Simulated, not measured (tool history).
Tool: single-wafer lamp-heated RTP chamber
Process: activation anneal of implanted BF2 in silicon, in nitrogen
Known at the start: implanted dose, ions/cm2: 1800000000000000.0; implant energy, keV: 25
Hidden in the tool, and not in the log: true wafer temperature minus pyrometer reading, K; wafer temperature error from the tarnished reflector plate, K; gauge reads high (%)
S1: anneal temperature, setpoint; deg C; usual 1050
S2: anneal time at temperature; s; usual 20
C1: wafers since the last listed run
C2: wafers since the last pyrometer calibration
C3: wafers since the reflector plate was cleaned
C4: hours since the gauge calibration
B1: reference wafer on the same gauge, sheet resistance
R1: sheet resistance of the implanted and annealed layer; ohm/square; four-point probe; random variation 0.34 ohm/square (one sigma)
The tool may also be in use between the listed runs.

run 1 hour=0 | S1=1050 S2=20 | C1=0 C2=801 C3=1615 C4=856.9 | B1=98.03 | R1=104.91
run 2 hour=30.3 | S1=1050 S2=20 | C1=541 C2=1343 C3=2157 C4=887.2 | B1=98 | R1=105.53
run 3 hour=90.5 | S1=1050 S2=20 | C1=1076 C2=2419 C3=3233 C4=947.4 | B1=98.04 | R1=104.56
run 4 hour=201.1 | S1=1027 S2=20 | C1=1977 C2=4397 C3=5210 C4=1058 | B1=98.02 | R1=121.9
run 5 hour=237.7 | S1=1027 S2=20 | C1=654 C2=5051 C3=5865 C4=1094.6 | B1=98 | R1=121.29
run 6 hour=280.9 | S1=1050 S2=20 | C1=772 C2=5823 C3=6637 C4=1137.8 | B1=98 | R1=103.54
-- hour=340.7 pyrometer window cleaned and pyrometer calibrated
run 7 hour=350.4 | S1=1050 S2=13 | C1=1099 C2=174 C3=7736 C4=1207.3 | B1=97.94 | R1=111.9
run 8 hour=418.5 | S1=1050 S2=13 | C1=1217 C2=1391 C3=8954 C4=1275.4 | B1=98.08 | R1=110.24
run 9 hour=464.2 | S1=1070 S2=27 | C1=817 C2=2208 C3=9771 C4=1321.1 | B1=97.98 | R1=84.15
run 10 hour=509.3 | S1=1032 S2=20 | C1=806 C2=3014 C3=10577 C4=1366.2 | B1=98.05 | R1=113.77
-- hour=537.4 reflector plate cleaned
run 11 hour=544 | S1=1050 S2=20 | C1=477 C2=3492 C3=117 C4=1400.9 | B1=98.02 | R1=104.15
run 12 hour=572.6 | S1=1050 S2=20 | C1=511 C2=4003 C3=628 C4=1429.5 | B1=98.02 | R1=104.42
run 13 hour=632.3 | S1=1050 S2=20 | C1=1067 C2=5070 C3=1696 C4=1489.2 | B1=98 | R1=104.47
run 14 hour=675.9 | S1=1050 S2=17 | C1=779 C2=5850 C3=2475 C4=1532.8 | B1=97.99 | R1=107.4
run 15 hour=711 | S1=1050 S2=17 | C1=627 C2=6478 C3=3103 C4=1567.9 | B1=97.98 | R1=107.41
-- hour=749.4 pyrometer window cleaned and pyrometer calibrated
run 16 hour=782.4 | S1=1050 S2=17 | C1=1133 C2=589 C3=4236 C4=1639.3 | B1=98.03 | R1=106.5
run 17 hour=839.9 | S1=1050 S2=29 | C1=1028 C2=1617 C3=5264 C4=1696.8 | B1=97.9 | R1=96.66
run 18 hour=879.1 | S1=1050 S2=29 | C1=700 C2=2318 C3=5965 C4=1736 | B1=97.99 | R1=95.55
-- hour=930.9 gauge calibrated
run 19 hour=943.1 | S1=1050 S2=12 | C1=1144 C2=3462 C3=7110 C4=12.2 | B1=97.97 | R1=113.06
run 20 hour=1010.8 | S1=1050 S2=20 | C1=1210 C2=4673 C3=8320 C4=79.9 | B1=97.98 | R1=101.71
run 21 hour=1072.9 | S1=1027 S2=20 | C1=1110 C2=5783 C3=9430 C4=142 | B1=97.98 | R1=118.94
-- hour=1094.5 pyrometer window cleaned and pyrometer calibrated
run 22 hour=1143.1 | S1=1066 S2=28 | C1=1112 C2=868 C3=10542 C4=212.2 | B1=98.04 | R1=84.97
run 23 hour=1213.4 | S1=1073 S2=9 | C1=1256 C2=2125 C3=11799 C4=282.5 | B1=97.98 | R1=100.21
-- hour=1223.3 reflector plate cleaned
run 24 hour=1266 | S1=1029 S2=20 | C1=797 C2=2922 C3=762 C4=335.1 | B1=97.97 | R1=121.1
run 25 hour=1355.3 | S1=1050 S2=20 | C1=1596 C2=4519 C3=2359 C4=424.4 | B1=97.94 | R1=105.02
run 26 hour=1383.3 | S1=1050 S2=14 | C1=500 C2=5019 C3=2859 C4=452.4 | B1=98.01 | R1=112.44
run 27 hour=1441.8 | S1=1041 S2=17 | C1=1045 C2=6065 C3=3905 C4=510.9 | B1=97.99 | R1=114.74
run 28 hour=1516.8 | S1=1060 S2=32 | C1=1340 C2=7406 C3=5246 C4=585.9 | B1=98.01 | R1=89.25
-- hour=1533 pyrometer window cleaned and pyrometer calibrated
run 29 hour=1562.3 | S1=1033 S2=20 | C1=670 C2=523 C3=5917 C4=631.4 | B1=98.04 | R1=116.49
run 30 hour=1633.3 | S1=1079 S2=30 | C1=1269 C2=1792 C3=7186 C4=702.4 | B1=97.98 | R1=78.96
run 31 hour=1689.3 | S1=1037 S2=11 | C1=1001 C2=2794 C3=8187 C4=758.4 | B1=97.94 | R1=125.05
run 32 hour=1738.5 | S1=1050 S2=20 | C1=879 C2=3673 C3=9067 C4=807.6 | B1=98 | R1=102.75
run 33 hour=1775.9 | S1=1050 S2=20 | C1=668 C2=4342 C3=9735 C4=845 | B1=97.94 | R1=102.1
run 34 hour=1828.6 | S1=1050 S2=20 | C1=942 C2=5284 C3=10678 C4=897.7 | B1=97.97 | R1=101.23
run 35 hour=1856.1 | S1=1058 S2=20 | C1=491 C2=5776 C3=11169 C4=925.2 | B1=97.96 | R1=95.72
-- hour=1891.5 pyrometer window cleaned and pyrometer calibrated
run 36 hour=1904.2 | S1=1063 S2=10 | C1=716 C2=227 C3=11886 C4=973.3 | B1=97.97 | R1=104.32
-- hour=1947.3 reflector plate cleaned
run 37 hour=1974.2 | S1=1068 S2=9 | C1=1108 C2=1335 C3=480 C4=1043.3 | B1=97.98 | R1=107.6

Hidden state at the last listed run before each entry between runs and at the first one after, where it differs:
Between runs 6 and 7: pyrometer window cleaned and pyrometer calibrated (hour 340.7)
  wafer temperature error from the tarnished reflector plate, K: 2.75 -> 3.65
  measured less the result without the state, R1: -1.94 -> -2.7 ohm/square
Between runs 10 and 11: reflector plate cleaned (hour 537.4)
  wafer temperature error from the tarnished reflector plate, K: 6.3 -> 0.996
  measured less the result without the state, R1: -4.95 -> -0.7 ohm/square
Between runs 15 and 16: pyrometer window cleaned and pyrometer calibrated (hour 749.4)
  wafer temperature error from the tarnished reflector plate, K: 1.47 -> 1.94
  measured less the result without the state, R1: -1.06 -> -1.39 ohm/square
Between runs 18 and 19: gauge calibrated (hour 930.9)
  wafer temperature error from the tarnished reflector plate, K: 2.84 -> 3.59
  measured less the result without the state, R1: -1.88 -> -2.66 ohm/square
Between runs 21 and 22: pyrometer window cleaned and pyrometer calibrated (hour 1094.5)
  wafer temperature error from the tarnished reflector plate, K: 5.52 -> 6.78
  measured less the result without the state, R1: -4.6 -> -3.82 ohm/square
Between runs 23 and 24: reflector plate cleaned (hour 1223.3)
  wafer temperature error from the tarnished reflector plate, K: 8.2 -> 0.113
  measured less the result without the state, R1: -5.21 -> -0.09 ohm/square
Between runs 28 and 29: pyrometer window cleaned and pyrometer calibrated (hour 1533)
  wafer temperature error from the tarnished reflector plate, K: 1.44 -> 1.9
  measured less the result without the state, R1: -0.87 -> -1.5 ohm/square
Between runs 35 and 36: pyrometer window cleaned and pyrometer calibrated (hour 1891.5)
  wafer temperature error from the tarnished reflector plate, K: 6.4 -> 7.4
  measured less the result without the state, R1: -4.24 -> -5.02 ohm/square
Between runs 36 and 37: reflector plate cleaned (hour 1947.3)
  wafer temperature error from the tarnished reflector plate, K: 7.4 -> 0.134
  measured less the result without the state, R1: -5.02 -> -0.09 ohm/square
